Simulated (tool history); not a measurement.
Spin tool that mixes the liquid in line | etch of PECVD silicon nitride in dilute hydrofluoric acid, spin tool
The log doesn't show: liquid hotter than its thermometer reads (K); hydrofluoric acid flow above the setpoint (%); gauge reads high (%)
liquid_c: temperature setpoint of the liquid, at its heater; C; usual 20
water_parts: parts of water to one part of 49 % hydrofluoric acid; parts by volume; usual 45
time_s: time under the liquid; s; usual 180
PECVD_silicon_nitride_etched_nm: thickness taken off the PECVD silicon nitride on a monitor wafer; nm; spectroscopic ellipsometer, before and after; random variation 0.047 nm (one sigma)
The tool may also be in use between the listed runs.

run   hour  liquid_c  water_parts  time_s  wafers since the last listed run  hours since the thermometer was replaced  hours since the hydrofluoric acid flow meter was replaced  hours since the gauge calibration  read-back film thickness of the PECVD silicon nitride reference wafer, read on the same gauge (nm)  PECVD_silicon_nitride_etched_nm
  1      0      17.5           45     180                                 0                                    1900.5                                                     1186.6                              194.3                                                                                              100.02                            13.53
  2   10.9        21           35     180                                79                                    1911.4                                                     1197.5                              205.2                                                                                               99.97                            22.03
  3   19.3        21           35     180                                61                                    1919.8                                                     1205.9                              213.6                                                                                              100.01                            22.03
  4   34.2        20           45     180                               109                                    1934.7                                                     1220.8                              228.5                                                                                              100.03                            16.09
  5   80.2        20           45     180                               336                                    1980.7                                                     1266.8                              274.5                                                                                              100.02                            16.23
  6     96        20           45     180                               115                                    1996.5                                                     1282.6                              290.3                                                                                              100.02                            16.24
  7  107.1        20           45     180                                81                                    2007.6                                                     1293.7                              301.4                                                                                              100.01                            16.24
     152.9  -- gauge calibrated
  8  155.4        20           60     180                               353                                    2055.9                                                       1342                                2.5                                                                                              100.02                            12.36
  9    168        20           60     180                                92                                    2068.5                                                     1354.6                               15.1                                                                                              100.02                            12.27
 10  183.6        20           60     180                               114                                    2084.1                                                     1370.2                               30.7                                                                                               99.98                            12.35
 11  196.9        20           45     180                                97                                    2097.4                                                     1383.5                                 44                                                                                              100.04                            16.35
 12  207.5        20           45     180                                77                                      2108                                                     1394.1                               54.6                                                                                               99.98                            16.35
 13  220.8        20           45     180                                97                                    2121.3                                                     1407.4                               67.9                                                                                                 100                            16.45
 14  229.4        20           35     180                                62                                    2129.9                                                       1416                               76.5                                                                                              100.02                            20.94
       232  -- hydrofluoric acid flow meter replaced
 15  237.4        18           60     285                                51                                    2137.9                                                        5.4                               84.5                                                                                               99.98                            16.01
 16  253.7        17           50     215                               119                                    2154.2                                                       21.7                              100.8                                                                                                 100                            13.43
     255.5  -- thermometer replaced
 17  267.9        17           30     280                                96                                      12.4                                                       35.9                                115                                                                                               99.99                            26.76
 18    281        20           45     180                                95                                      25.5                                                         49                              128.1                                                                                              100.03                            14.37
 19  292.7      24.5           45      70                                85                                      37.2                                                       60.7                              139.8                                                                                               99.96                             7.65
 20  310.1        18           60     180                               127                                      54.6                                                       78.1                              157.2                                                                                               99.95                             9.52
 21  319.9        17           45      75                                71                                      64.4                                                       87.9                                167                                                                                                 100                             4.85
 22    332        23           45     255                                88                                      76.5                                                        100                              179.1                                                                                              100.02                             25.3
 23  348.8        20           35      85                               123                                      93.3                                                      116.8                              195.9                                                                                              100.01                             8.68
 24  364.8        21           35     180                               117                                     109.3                                                      132.8                              211.9                                                                                              100.03                            19.81
 25  374.7        22           45     180                                72                                     119.2                                                      142.7                              221.8                                                                                              100.02                            16.61
 26  392.7        17           30     180                               131                                     137.2                                                      160.7                              239.8                                                                                              100.03                             17.5
 27  431.6        20           45     180                               284                                     176.1                                                      199.6                              278.7                                                                                               99.97                            14.57
 28  441.1        23           55     280                                69                                     185.6                                                      209.1                              288.2                                                                                                 100                             22.9

Forecast each of these 3 alternatives for the next run:
  A  441.6        20           45     180                                 3                                     186.1                                                      209.6                              288.7                                                                                                   ?                                ?
  B  441.6        20           45      70                                 3                                     186.1                                                      209.6                              288.7                                                                                                   ?                                ?
  C  441.6        20           65     105                                 3                                     186.1                                                      209.6                              288.7                                                                                                   ?                                ?

run  read-back film thickness of the PECVD silicon nitride reference wafer, read on the same gauge (nm)  PECVD_silicon_nitride_etched_nm
  A                                                                                              100.01                            14.63
  B                                                                                              100.01                             5.69
  C                                                                                              100.01                             5.97
Without the tool's hidden state the same runs would have given:
run  PECVD_silicon_nitride_etched_nm
  A                            14.23
  B                             5.53
  C                              5.8

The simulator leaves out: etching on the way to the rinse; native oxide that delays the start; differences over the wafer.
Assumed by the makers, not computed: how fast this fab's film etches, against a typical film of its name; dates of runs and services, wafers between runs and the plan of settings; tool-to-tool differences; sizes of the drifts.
